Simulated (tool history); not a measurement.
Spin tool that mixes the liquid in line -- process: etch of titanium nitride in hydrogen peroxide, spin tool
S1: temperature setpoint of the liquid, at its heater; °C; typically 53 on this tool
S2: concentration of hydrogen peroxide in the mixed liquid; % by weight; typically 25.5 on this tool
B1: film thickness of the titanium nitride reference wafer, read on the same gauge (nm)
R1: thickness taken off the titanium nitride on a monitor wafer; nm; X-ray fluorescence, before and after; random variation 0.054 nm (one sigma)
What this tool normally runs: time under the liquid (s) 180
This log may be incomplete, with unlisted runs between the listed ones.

run 1 day=0 | S1=53 S2=30 time_under_the_liquid_(s)=180 | B1=109.99 | R1=5.11
-- day=0.275 peroxide flow meter replaced
run 2 day=1.758 | S1=53 S2=25.5 time_under_the_liquid_(s)=180 | B1=109.99 | R1=4.88
run 3 day=3.225 | S1=53 S2=25.5 time_under_the_liquid_(s)=180 | B1=110 | R1=4.93
-- day=4.329 new drum of peroxide connected
run 4 day=4.525 | S1=53 S2=25.5 time_under_the_liquid_(s)=180 | B1=110.03 | R1=4.92
run 5 day=5.742 | S1=55 S2=30 time_under_the_liquid_(s)=180 | B1=109.97 | R1=5.96
run 6 day=7.212 | S1=49 S2=20 time_under_the_liquid_(s)=180 | B1=110.06 | R1=3.48
-- day=7.333 thermometer replaced
run 7 day=8.167 | S1=49 S2=20 time_under_the_liquid_(s)=180 | B1=109.99 | R1=3.78
run 8 day=8.825 | S1=60.5 S2=29 time_under_the_liquid_(s)=120 | B1=109.95 | R1=6.32
run 9 day=10.079 | S1=53 S2=25.5 time_under_the_liquid_(s)=180 | B1=109.99 | R1=5.41
run 10 day=10.625 | S1=53 S2=19 time_under_the_liquid_(s)=80 | B1=110 | R1=2.23
run 11 day=11.404 | S1=53 S2=25.5 time_under_the_liquid_(s)=95 | B1=109.98 | R1=2.89
-- day=11.446 gauge calibrated
run 12 day=13.612 | S1=47 S2=18 time_under_the_liquid_(s)=280 | B1=110.03 | R1=5.03
run 13 day=14.517 | S1=46 S2=25.5 time_under_the_liquid_(s)=225 | B1=110.05 | R1=4.07
run 14 day=15.033 | S1=53 S2=25.5 time_under_the_liquid_(s)=140 | B1=109.99 | R1=4.13
-- day=15.862 heated supply line repaired
run 15 day=16.171 | S1=53 S2=25.5 time_under_the_liquid_(s)=215 | B1=110.01 | R1=6.44
run 16 day=16.867 | S1=58 S2=30 time_under_the_liquid_(s)=140 | B1=110.04 | R1=6.12
run 17 day=17.458 | S1=53 S2=21 time_under_the_liquid_(s)=180 | B1=110 | R1=5.05
run 18 day=18.771 | S1=59 S2=20 time_under_the_liquid_(s)=90 | B1=109.99 | R1=3.83
run 19 day=19.792 | S1=53 S2=23.5 time_under_the_liquid_(s)=180 | B1=110.03 | R1=5.15
run 20 day=20.592 | S1=53 S2=25.5 time_under_the_liquid_(s)=180 | B1=110.07 | R1=5.33
run 21 day=21.75 | S1=44.5 S2=25.5 time_under_the_liquid_(s)=180 | B1=109.98 | R1=2.83
run 22 day=22.688 | S1=53 S2=25.5 time_under_the_liquid_(s)=230 | B1=109.98 | R1=6.85
run 23 day=23.271 | S1=44 S2=29 time_under_the_liquid_(s)=245 | B1=110.04 | R1=3.88
run 24 day=24.692 | S1=58 S2=19.5 time_under_the_liquid_(s)=140 | B1=110.05 | R1=5.44
run 25 day=26.108 | S1=53 S2=25.5 time_under_the_liquid_(s)=180 | B1=110.06 | R1=5.23
run 26 day=26.85 | S1=49 S2=20 time_under_the_liquid_(s)=180 | B1=109.98 | R1=3.73

Here are 3 independent what-if runs from the current tool condition. What would each one return?
run A day=26.871 | S1=53 S2=25.5 time_under_the_liquid_(s)=275 | B1=? | R1=?
run B day=26.871 | S1=58.5 S2=30 time_under_the_liquid_(s)=100 | B1=? | R1=?
run C day=26.871 | S1=53 S2=30 time_under_the_liquid_(s)=90 | B1=? | R1=?

run=A B1=110.01 R1=7.97
run=B B1=110.01 R1=4.41
run=C B1=110.01 R1=2.7
Stripped of hidden state, with their random variation kept, the same runs would have yielded:
run=A R1=8.26
run=B R1=4.57
run=C R1=2.8
